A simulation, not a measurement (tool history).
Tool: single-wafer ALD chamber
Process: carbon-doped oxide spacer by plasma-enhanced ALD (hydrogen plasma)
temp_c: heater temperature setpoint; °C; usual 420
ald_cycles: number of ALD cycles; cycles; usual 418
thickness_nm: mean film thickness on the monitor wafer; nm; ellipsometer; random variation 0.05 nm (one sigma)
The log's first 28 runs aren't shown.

run,hour,temp_c,ald_cycles,"read-back reference wafer on the same gauge, thickness_nm",thickness_nm
29,1236.9,420,418,20.784,20.100
30,1297.3,420,344,20.773,16.562
# hour 1342.7: thermocouple changed; heater temperature recalibrated
31,1359.7,420,418,20.781,19.583
32,1424.2,407,364,20.802,17.675
# hour 1425.7: gauge calibrated
33,1481.4,420,448,20.803,20.977
34,1519.6,406,418,20.803,20.421
35,1575.1,420,418,20.766,19.633
36,1626.1,420,418,20.797,19.623
37,1666.9,420,418,20.792,19.635
38,1715.9,420,418,20.798,19.643
39,1745.5,420,344,20.813,16.129
40,1790.5,406,366,20.793,17.856
41,1855.4,407,461,20.824,22.336
42,1883.0,407,496,20.802,24.109

Forecast each of these 3 alternatives for the next run:
A,1884.0,420,368,?,?
B,1884.0,411,418,?,?
C,1884.0,414,379,?,?

run,"read-back reference wafer on the same gauge, thickness_nm",thickness_nm
A,20.784,17.231
B,20.784,20.075
C,20.784,18.050
Without the tool's hidden state the same runs would have given:
run,thickness_nm
A,17.227
B,20.072
C,18.047
